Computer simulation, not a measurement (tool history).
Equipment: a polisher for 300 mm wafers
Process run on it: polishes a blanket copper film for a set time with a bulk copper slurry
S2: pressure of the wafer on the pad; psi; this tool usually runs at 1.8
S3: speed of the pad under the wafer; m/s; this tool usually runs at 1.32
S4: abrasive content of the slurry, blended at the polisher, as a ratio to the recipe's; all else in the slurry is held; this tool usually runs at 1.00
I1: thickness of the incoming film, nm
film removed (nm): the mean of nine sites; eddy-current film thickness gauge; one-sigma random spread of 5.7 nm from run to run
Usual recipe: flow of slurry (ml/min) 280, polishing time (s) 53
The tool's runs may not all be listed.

Run 1, day 0.000: usual settings; I1 4802.4. Result: film removed (nm) 430.8.
At day 0.633: head pressure recalibrated.
Run 2, day 2.758: usual settings but polishing time (s) 41; I1 4852.4. Result: film removed (nm) 317.6.
At day 4.479: slurry nozzle cleaned.
Run 3, day 6.429: usual settings but S3 1.14 m/s; I1 4807.1. Result: film removed (nm) 358.0.
At day 6.688: slurry blender recalibrated.
Run 4, day 9.975: usual settings but S2 2.1 psi; I1 4797.8. Result: film removed (nm) 475.6.
Run 5, day 12.617: usual settings but S2 2.1 psi; I1 4706.8. Result: film removed (nm) 471.4.
Run 6, day 17.108: usual settings but S2 1.9 psi; I1 4744.9. Result: film removed (nm) 414.5.
Run 7, day 19.892: usual settings but S2 1.9 psi; I1 4701.6. Result: film removed (nm) 416.1.
Run 8, day 22.429: usual settings but S2 1.9 psi; I1 4706.8. Result: film removed (nm) 416.1.
At day 24.329: head pressure recalibrated, repeated, since the last time left the tool worse.
At day 26.712: worn pad replaced by a new one.
Run 9, day 26.767: usual settings but S3 1.08 m/s; I1 4701.6. Result: film removed (nm) 385.3.
Run 10, day 31.112: usual settings but flow of slurry (ml/min) 195, S2 1.5 psi; I1 4758.2. Result: film removed (nm) 370.5.
At day 34.196: slurry nozzle cleaned.
Run 11, day 34.538: usual settings but flow of slurry (ml/min) 350, S4 1.15, polishing time (s) 65; I1 4826.3. Result: film removed (nm) 593.1.
At day 35.133: slurry blender recalibrated.
Run 12, day 38.692: usual settings; I1 4787.6. Result: film removed (nm) 453.5.
Run 13, day 42.733: usual settings; I1 4754.5. Result: film removed (nm) 444.1.
Run 14, day 46.150: usual settings but S2 2.3 psi; I1 4730.3. Result: film removed (nm) 568.3.
Run 15, day 48.217: usual settings but S2 1.4 psi, S3 1.76 m/s; I1 4786.9. Result: film removed (nm) 456.5.
Run 16, day 52.504: usual settings; I1 4758.1. Result: film removed (nm) 433.0.
At day 52.942: worn pad replaced by a new one.
Run 17, day 55.654: usual settings but flow of slurry (ml/min) 370, S2 2.3 psi, S3 1.10 m/s, polishing time (s) 37; I1 4828.8. Result: film removed (nm) 338.6.
At day 56.083: head pressure recalibrated.
Run 18, day 59.700: usual settings but flow of slurry (ml/min) 335, S2 2.0 psi, S4 1.20, polishing time (s) 46; I1 4805.8. Result: film removed (nm) 466.3.
At day 62.946: slurry nozzle cleaned.
At day 62.958: slurry blender recalibrated.
Run 19, day 63.388: usual settings but flow of slurry (ml/min) 305, S4 0.80; I1 4858.5. Result: film removed (nm) 445.6.
Run 20, day 67.625: usual settings but flow of slurry (ml/min) 365, S3 1.62 m/s, polishing time (s) 38; I1 4817.0. Result: film removed (nm) 405.0.
Run 21, day 70.838: usual settings but S4 0.85; I1 4801.2. Result: film removed (nm) 445.0.
Run 22, day 73.300: usual settings; I1 4803.3. Result: film removed (nm) 452.4.
Run 23, day 74.946: usual settings but S4 1.15; I1 4764.5. Result: film removed (nm) 453.8.
Run 24, day 76.842: usual settings but S2 2.1 psi, S3 1.06 m/s; I1 4729.3. Result: film removed (nm) 427.5.
Run 25, day 79.417: usual settings; I1 4841.4. Result: film removed (nm) 439.9.
At day 80.117: worn pad replaced by a new one.
Run 26, day 83.354: usual settings but S3 1.08 m/s, S4 0.85; I1 4833.7. Result: film removed (nm) 352.4.
Run 27, day 87.825: usual settings; I1 4753.3. Result: film removed (nm) 431.3.
At day 91.167: slurry blender recalibrated.
At day 91.183: slurry nozzle cleaned.
Run 28, day 91.629: usual settings but S2 1.3 psi, polishing time (s) 69; I1 4698.6. Result: film removed (nm) 406.3.

For run 29, what comes out?
At day 92.446: head pressure recalibrated.
Run 29, day 95.558: usual settings but flow of slurry (ml/min) 200, S4 0.70; I1 4727.8. Result: film removed (nm) ?.

film removed (nm): 415.0
With the hidden condition absent and the run-to-run variation left alone, this run would have shown film removed (nm) 417.9.
